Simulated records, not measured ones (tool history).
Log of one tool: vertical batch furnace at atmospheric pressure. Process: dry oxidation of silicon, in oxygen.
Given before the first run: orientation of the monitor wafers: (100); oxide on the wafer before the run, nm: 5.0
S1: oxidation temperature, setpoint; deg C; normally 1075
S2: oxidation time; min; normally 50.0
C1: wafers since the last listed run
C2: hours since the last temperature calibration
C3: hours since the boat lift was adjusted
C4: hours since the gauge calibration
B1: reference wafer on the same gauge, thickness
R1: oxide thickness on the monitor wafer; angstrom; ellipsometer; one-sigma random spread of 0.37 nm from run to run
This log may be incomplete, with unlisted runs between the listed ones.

| run | hour | S1 | S2 | C1 | C2 | C3 | C4 | B1 | R1 |
|---|---|---|---|---|---|---|---|---|---|
| 1 | 0.0 | 1089 | 33.5 | 0 | 3968.4 | 1028.3 | 702.4 | 96.10 | 700.7 |
| 2 | 91.6 | 1089 | 33.5 | 1365 | 4060.0 | 1119.9 | 794.0 | 96.18 | 699.3 |
| 3 | 138.2 | 1089 | 33.5 | 694 | 4106.6 | 1166.5 | 840.6 | 96.18 | 699.9 |
| 4 | 206.0 | 1095 | 59.0 | 1010 | 4174.4 | 1234.3 | 908.4 | 96.12 | 1043.4 |
| 5 | 307.7 | 1095 | 59.0 | 1516 | 4276.1 | 1336.0 | 1010.1 | 96.28 | 1022.2 |
| 6 | 362.1 | 1075 | 50.0 | 811 | 4330.5 | 1390.4 | 1064.5 | 96.22 | 793.8 |
|  | 386.7 | boat lift adjusted |
| 7 | 446.6 | 1075 | 50.0 | 901 | 4415.0 | 59.9 | 1149.0 | 96.15 | 782.1 |
| 8 | 518.4 | 1075 | 58.5 | 1070 | 4486.8 | 131.7 | 1220.8 | 96.16 | 868.8 |
|  | 567.1 | gauge calibrated |
| 9 | 592.4 | 1075 | 50.0 | 1103 | 4560.8 | 205.7 | 25.3 | 96.25 | 783.5 |
|  | 671.0 | boat lift adjusted, repeated, since the last time left the tool worse |
| 10 | 696.6 | 1069 | 33.0 | 1195 | 4665.0 | 25.6 | 129.5 | 96.24 | 601.7 |
| 11 | 766.9 | 1053 | 34.5 | 1048 | 4735.3 | 95.9 | 199.8 | 96.30 | 543.9 |
|  | 825.0 | thermocouples replaced and temperature profile calibrated |
| 12 | 837.5 | 1059 | 64.0 | 694 | 12.5 | 166.5 | 270.4 | 96.28 | 834.6 |
| 13 | 886.2 | 1094 | 67.0 | 726 | 61.2 | 215.2 | 319.1 | 96.18 | 1125.3 |
| 14 | 1117.6 | 1095 | 30.0 | 3449 | 292.6 | 446.6 | 550.5 | 96.45 | 694.5 |
| 15 | 1169.6 | 1082 | 35.5 | 775 | 344.6 | 498.6 | 602.5 | 96.29 | 697.9 |

Each row is a separate what-if for the run after 15, all from the same tool condition, not one after another. Results?
| A | 1174.0 | 1098 | 50.0 | 65 | 349.0 | 503.0 | 606.9 | ? | ? |
| B | 1174.0 | 1061 | 75.0 | 65 | 349.0 | 503.0 | 606.9 | ? | ? |
| C | 1174.0 | 1060 | 50.0 | 65 | 349.0 | 503.0 | 606.9 | ? | ? |

| run | B1 | R1 |
|---|---|---|
| A | 96.23 | 959.7 |
| B | 96.23 | 936.2 |
| C | 96.23 | 719.1 |
With no hidden state in the tool, these same runs would have given:
| run | R1 |
|---|---|
| A | 963.1 |
| B | 939.9 |
| C | 722.0 |
